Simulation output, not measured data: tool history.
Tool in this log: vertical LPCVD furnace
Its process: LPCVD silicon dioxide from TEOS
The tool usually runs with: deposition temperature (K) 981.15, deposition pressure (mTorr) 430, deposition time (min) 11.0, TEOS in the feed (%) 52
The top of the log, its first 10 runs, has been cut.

| run | hour | deposition temperature (K) | deposition pressure (mTorr) | deposition time (min) | TEOS in the feed (%) | read-back reference wafer on the same gauge, thickness | film thickness on the monitor wafer in the middle of the boat (Å) |
|---|---|---|---|---|---|---|---|
| 11 | 922.5 | 972.15 | 485 | 11.0 | 52 | 90.95 | 910.3 |
| 12 | 970.9 | 992.15 | 485 | 10.0 | 56 | 91.04 | 1363.2 |
| 13 | 1021.4 | 992.15 | 485 | 10.0 | 56 | 90.98 | 1356.0 |
| 14 | 1067.5 | 977.15 | 480 | 11.0 | 52 | 91.00 | 1022.6 |
| 15 | 1168.9 | 978.15 | 535 | 11.0 | 52 | 91.04 | 1106.1 |
| 16 | 1260.5 | 975.15 | 430 | 11.0 | 59 | 90.96 | 987.0 |
| 17 | 1300.3 | 981.15 | 430 | 11.0 | 52 | 91.03 | 1069.9 |
| 18 | 1346.2 | 981.15 | 430 | 11.0 | 52 | 90.94 | 1066.6 |
| 19 | 1409.5 | 981.15 | 390 | 15.0 | 52 | 90.91 | 1385.0 |
|  | 1445.5 | pressure gauge zeroed |
| 20 | 1484.2 | 981.15 | 430 | 8.0 | 56 | 90.99 | 786.5 |
| 21 | 1563.7 | 981.15 | 470 | 11.0 | 56 | 91.00 | 1130.7 |
| 22 | 1602.5 | 981.15 | 430 | 11.0 | 56 | 91.03 | 1079.2 |
| 23 | 1680.6 | 992.15 | 430 | 11.0 | 52 | 90.99 | 1339.2 |
| 24 | 1740.0 | 981.15 | 370 | 11.0 | 45 | 91.02 | 894.9 |
| 25 | 1802.6 | 981.15 | 400 | 11.0 | 52 | 90.95 | 1007.5 |
| 26 | 1909.2 | 981.15 | 430 | 14.5 | 52 | 91.05 | 1377.2 |
| 27 | 1990.7 | 981.15 | 430 | 11.0 | 52 | 90.97 | 1043.2 |
| 28 | 2075.9 | 973.15 | 535 | 11.0 | 43 | 91.09 | 883.3 |
| 29 | 2144.6 | 972.15 | 370 | 11.0 | 57 | 91.01 | 827.8 |
| 30 | 2228.8 | 981.15 | 480 | 8.5 | 52 | 90.96 | 851.1 |
| 31 | 2281.5 | 981.15 | 430 | 11.0 | 52 | 91.00 | 1045.6 |

Each row is a separate what-if for the run after 31, all from the same tool condition, not one after another. Results?
| A | 2286.4 | 981.15 | 430 | 11.0 | 52 | ? | ? |
| B | 2286.4 | 987.15 | 430 | 11.0 | 52 | ? | ? |
| C | 2286.4 | 991.15 | 490 | 13.0 | 44 | ? | ? |
| D | 2286.4 | 981.15 | 430 | 13.0 | 56 | ? | ? |

| run | read-back reference wafer on the same gauge, thickness | film thickness on the monitor wafer in the middle of the boat (Å) |
|---|---|---|
| A | 91.00 | 1046.3 |
| B | 91.00 | 1199.2 |
| C | 91.00 | 1522.0 |
| D | 91.00 | 1283.2 |
Take away the tool's hidden state, keep each run's random variation, and the runs would have read:
| run | film thickness on the monitor wafer in the middle of the boat (Å) |
|---|---|
| A | 1042.2 |
| B | 1194.6 |
| C | 1516.9 |
| D | 1278.2 |
